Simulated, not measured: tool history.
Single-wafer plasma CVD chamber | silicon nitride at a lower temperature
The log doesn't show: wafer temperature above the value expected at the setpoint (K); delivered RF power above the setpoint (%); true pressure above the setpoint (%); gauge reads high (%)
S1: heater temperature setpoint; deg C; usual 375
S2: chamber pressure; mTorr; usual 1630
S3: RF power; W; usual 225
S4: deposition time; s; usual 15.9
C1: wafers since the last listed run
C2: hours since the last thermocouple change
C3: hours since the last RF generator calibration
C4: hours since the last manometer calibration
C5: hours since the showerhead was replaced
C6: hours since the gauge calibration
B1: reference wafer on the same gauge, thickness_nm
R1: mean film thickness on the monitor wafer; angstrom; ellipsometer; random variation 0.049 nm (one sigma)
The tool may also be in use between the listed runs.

| run | day | S1 | S2 | S3 | S4 | C1 | C2 | C3 | C4 | C5 | C6 | B1 | R1 |
|---|---|---|---|---|---|---|---|---|---|---|---|---|---|
| 1 | 0.000 | 375 | 1630 | 225 | 15.9 | 0 | 1666.8 | 3.6 | 900.6 | 6351.7 | 469.2 | 13.614 | 139.24 |
| 2 | 0.654 | 375 | 1630 | 235 | 15.9 | 264 | 1682.5 | 19.3 | 916.3 | 6367.4 | 484.9 | 13.611 | 143.09 |
| 3 | 1.638 | 375 | 1630 | 235 | 15.9 | 397 | 1706.1 | 42.9 | 939.9 | 6391.0 | 508.5 | 13.594 | 143.22 |
| 4 | 3.008 | 375 | 1310 | 225 | 15.9 | 554 | 1739.0 | 75.8 | 972.8 | 6423.9 | 541.4 | 13.604 | 131.01 |
| 5 | 4.262 | 375 | 1310 | 225 | 15.9 | 507 | 1769.1 | 105.9 | 1002.9 | 6454.0 | 571.5 | 13.592 | 130.44 |
| 6 | 5.354 | 375 | 1630 | 225 | 15.9 | 441 | 1795.3 | 132.1 | 1029.1 | 6480.2 | 597.7 | 13.581 | 139.20 |
| 7 | 8.979 | 375 | 1630 | 225 | 15.9 | 1467 | 1882.3 | 219.1 | 1116.1 | 6567.2 | 684.7 | 13.593 | 141.06 |
|  | 12.354 | thermocouple changed; heater temperature recalibrated |
| 8 | 12.567 | 375 | 1630 | 225 | 15.9 | 1316 | 5.1 | 305.2 | 1202.2 | 6653.3 | 770.8 | 13.603 | 140.84 |
| 9 | 13.458 | 375 | 1630 | 225 | 18.1 | 360 | 26.5 | 326.6 | 1223.6 | 6674.7 | 792.2 | 13.588 | 160.19 |
|  | 14.158 | gauge calibrated |
| 10 | 14.429 | 375 | 1630 | 225 | 15.9 | 392 | 49.8 | 349.9 | 1246.9 | 6698.0 | 6.5 | 13.593 | 140.12 |
|  | 15.000 | showerhead replaced |
| 11 | 15.475 | 375 | 1350 | 225 | 16.8 | 288 | 74.9 | 375.0 | 1272.0 | 11.4 | 31.6 | 13.613 | 141.06 |
| 12 | 16.196 | 375 | 1630 | 225 | 15.9 | 291 | 92.2 | 392.3 | 1289.3 | 28.7 | 48.9 | 13.598 | 140.35 |
| 13 | 17.112 | 388 | 1630 | 245 | 15.9 | 370 | 114.2 | 414.3 | 1311.3 | 50.7 | 70.9 | 13.590 | 147.04 |
|  | 18.233 | capacitance manometer re-zeroed and calibrated |
| 14 | 18.254 | 375 | 1630 | 225 | 12.7 | 327 | 141.6 | 441.7 | 0.5 | 78.1 | 98.3 | 13.611 | 111.19 |
| 15 | 18.979 | 363 | 1860 | 225 | 15.9 | 293 | 159.0 | 459.1 | 17.9 | 95.5 | 115.7 | 13.614 | 145.63 |
| 16 | 20.400 | 375 | 1630 | 225 | 15.9 | 575 | 193.1 | 493.2 | 52.0 | 129.6 | 149.8 | 13.595 | 139.76 |
| 17 | 21.379 | 369 | 1500 | 260 | 15.9 | 396 | 216.6 | 516.7 | 75.5 | 153.1 | 173.3 | 13.615 | 148.13 |
| 18 | 22.038 | 375 | 1630 | 225 | 15.9 | 266 | 232.4 | 532.5 | 91.3 | 168.9 | 189.1 | 13.594 | 139.28 |
| 19 | 22.712 | 375 | 1630 | 225 | 15.9 | 273 | 248.6 | 548.7 | 107.5 | 185.1 | 205.3 | 13.592 | 138.69 |
| 20 | 24.029 | 375 | 1630 | 225 | 15.9 | 532 | 280.2 | 580.3 | 139.1 | 216.7 | 236.9 | 13.588 | 139.39 |
| 21 | 24.579 | 388 | 1630 | 225 | 15.9 | 222 | 293.4 | 593.5 | 152.3 | 229.9 | 250.1 | 13.597 | 139.25 |
| 22 | 25.225 | 382 | 1500 | 190 | 13.3 | 261 | 308.9 | 609.0 | 167.8 | 245.4 | 265.6 | 13.601 | 102.38 |
| 23 | 25.888 | 375 | 1630 | 245 | 18.7 | 268 | 324.8 | 624.9 | 183.7 | 261.3 | 281.5 | 13.607 | 172.36 |
| 24 | 26.404 | 375 | 1630 | 270 | 15.9 | 209 | 337.2 | 637.3 | 196.1 | 273.7 | 293.9 | 13.601 | 153.63 |
| 25 | 27.408 | 375 | 1630 | 235 | 15.9 | 406 | 361.3 | 661.4 | 220.2 | 297.8 | 318.0 | 13.616 | 142.14 |
| 26 | 28.846 | 375 | 1630 | 195 | 15.9 | 581 | 395.8 | 695.9 | 254.7 | 332.3 | 352.5 | 13.597 | 128.08 |
| 27 | 29.954 | 375 | 1630 | 210 | 15.9 | 448 | 422.4 | 722.5 | 281.3 | 358.9 | 379.1 | 13.595 | 132.97 |
| 28 | 30.929 | 375 | 1630 | 235 | 15.9 | 394 | 445.8 | 745.9 | 304.7 | 382.3 | 402.5 | 13.599 | 142.39 |

What the log doesn't show, run by run:
wafer temperature above the value expected at the setpoint (K): 0 in every run
delivered RF power above the setpoint (%): 0 in every run
gauge reads high (%): 0 in every run
H1: true pressure above the setpoint (%)
| run | H1 |
|---|---|
| 1 | 0.986 |
| 2 | 1.08 |
| 3 | 1.23 |
| 4 | 1.44 |
| 5 | 1.64 |
| 6 | 1.81 |
| 7 | 2.44 |
| 8 | 3.1 |
| 9 | 3.28 |
| 10 | 3.47 |
| 11 | 3.68 |
| 12 | 3.83 |
| 13 | 4.02 |
| 14 | -0.325 |
| 15 | -0.324 |
| 16 | -0.316 |
| 17 | -0.306 |
| 18 | -0.297 |
| 19 | -0.287 |
| 20 | -0.261 |
| 21 | -0.248 |
| 22 | -0.231 |
| 23 | -0.213 |
| 24 | -0.197 |
| 25 | -0.163 |
| 26 | -0.109 |
| 27 | -0.061 |
| 28 | -0.0152 |
